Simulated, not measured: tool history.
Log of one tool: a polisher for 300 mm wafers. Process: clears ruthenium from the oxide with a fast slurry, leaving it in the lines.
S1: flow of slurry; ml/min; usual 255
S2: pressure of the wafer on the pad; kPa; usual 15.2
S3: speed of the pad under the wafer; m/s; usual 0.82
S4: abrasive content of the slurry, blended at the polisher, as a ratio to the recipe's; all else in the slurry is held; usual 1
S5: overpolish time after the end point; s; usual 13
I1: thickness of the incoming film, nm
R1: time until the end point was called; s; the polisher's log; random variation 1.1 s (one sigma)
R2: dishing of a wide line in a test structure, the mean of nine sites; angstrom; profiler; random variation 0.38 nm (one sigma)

| run | hour | S1 | S2 | S3 | S4 | S5 | I1 | R1 | R2 |
|---|---|---|---|---|---|---|---|---|---|
| 1 | 0 | 255 | 15.2 | 0.82 | 1.2 | 13 | 263.6 | 91.9 | 275 |
| 2 | 27.8 | 255 | 15.2 | 0.82 | 1.2 | 13 | 261.7 | 83.3 | 297 |
| 3 | 54.2 | 255 | 15.2 | 0.82 | 1.2 | 13 | 255.9 | 80.5 | 291 |
| 4 | 79.6 | 255 | 15.2 | 0.82 | 1 | 13 | 257.9 | 87 | 278 |
| 5 | 103.3 | 255 | 15.2 | 0.82 | 1 | 13 | 255.8 | 88.4 | 275 |
| 6 | 130.7 | 255 | 15.2 | 0.82 | 1 | 13 | 256.4 | 89.8 | 266 |
| 7 | 143 | 255 | 15.2 | 0.82 | 1 | 13 | 258.7 | 94.2 | 261 |
| 8 | 162.3 | 255 | 15.2 | 0.72 | 1 | 13 | 256.3 | 106.8 | 229 |
| 9 | 217.5 | 255 | 15.2 | 0.72 | 1 | 13 | 260.7 | 95.9 | 244 |
| 10 | 250 | 255 | 15.2 | 0.82 | 1 | 13 | 263.2 | 88.3 | 278 |
| 11 | 277 | 255 | 15.2 | 0.56 | 1 | 13 | 261.4 | 131 | 202 |
| 12 | 293 | 255 | 13.8 | 0.82 | 0.8 | 13 | 259.2 | 107.1 | 238 |
| 13 | 321.8 | 255 | 15.2 | 0.82 | 1 | 13 | 259.4 | 92.9 | 264 |
| 14 | 354.8 | 255 | 15.2 | 0.82 | 1 | 13 | 263.7 | 97 | 261 |
| 15 | 373.1 | 190 | 15.2 | 0.72 | 1.1 | 20 | 257.9 | 110.2 | 321 |
| 16 | 386.2 | 255 | 15.2 | 0.82 | 1 | 13 | 261.6 | 102.4 | 242 |
| 17 | 401.9 | 200 | 19.3 | 0.82 | 1.25 | 11 | 261.1 | 66.2 | 300 |
| 18 | 432.4 | 255 | 15.2 | 0.72 | 1 | 13 | 263.4 | 100.1 | 249 |
| 19 | 459.4 | 170 | 19.3 | 0.82 | 1 | 13 | 258.4 | 73.6 | 327 |
| 20 | 485.3 | 255 | 19.3 | 0.92 | 1 | 13 | 261.9 | 64.1 | 360 |
| 21 | 512.9 | 255 | 17.2 | 0.98 | 0.75 | 18 | 257.2 | 75.9 | 403 |

Taken out of this log: 10 entries between the listed runs. Where each belongs, and how the hidden state differs across it:
Between runs 1 and 2: slurry blender recalibrated (hour 6.3)
  abrasive missing from the slurry, %: 25 -> 1.5
  measured less the result without the state, R1: +9.7 -> +0.5 s; R2: -27 -> -2 angstrom
Between runs 2 and 3: worn pad replaced by a new one (hour 42.6)
  abrasive missing from the slurry, %: 1.5 -> 3.16
  measured less the result without the state, R1: +0.5 -> +1 s; R2: -2 -> -3 angstrom
Between runs 7 and 8: worn pad replaced by a new one (hour 158.4)
  abrasive missing from the slurry, %: 18.1 -> 23.2
  measured less the result without the state, R1: +7.5 -> +11.2 s; R2: -19 -> -23 angstrom
Between runs 8 and 9: slurry nozzle cleaned (hour 185.6); slurry blender recalibrated (hour 203.1)
  abrasive missing from the slurry, %: 23.2 -> 1.78
  measured less the result without the state, R1: +11.2 -> +0.7 s; R2: -23 -> -1 angstrom
Between runs 9 and 10: head pressure recalibrated (hour 229.8)
  abrasive missing from the slurry, %: 1.78 -> 3.59
  measured less the result without the state, R1: +0.7 -> +1.3 s; R2: -1 -> -3 angstrom
Between runs 10 and 11: worn pad replaced by a new one (hour 261.5)
  abrasive missing from the slurry, %: 3.59 -> 6.56
  measured less the result without the state, R1: +1.3 -> +3.6 s; R2: -3 -> -5 angstrom
Between runs 14 and 15: worn pad replaced by a new one (hour 372.6)
  abrasive missing from the slurry, %: 22.5 -> 27.9
  measured less the result without the state, R1: +9.9 -> +13.7 s; R2: -25 -> -36 angstrom
Between runs 16 and 17: slurry blender recalibrated (hour 392.8)
  abrasive missing from the slurry, %: 32.1 -> 1.8
  measured less the result without the state, R1: +15.7 -> +0.4 s; R2: -37 -> -2 angstrom
Between runs 19 and 20: worn pad replaced by a new one (hour 478.4)
  abrasive missing from the slurry, %: 5.76 -> 9.51
  measured less the result without the state, R1: +1.8 -> +2.5 s; R2: -7 -> -12 angstrom
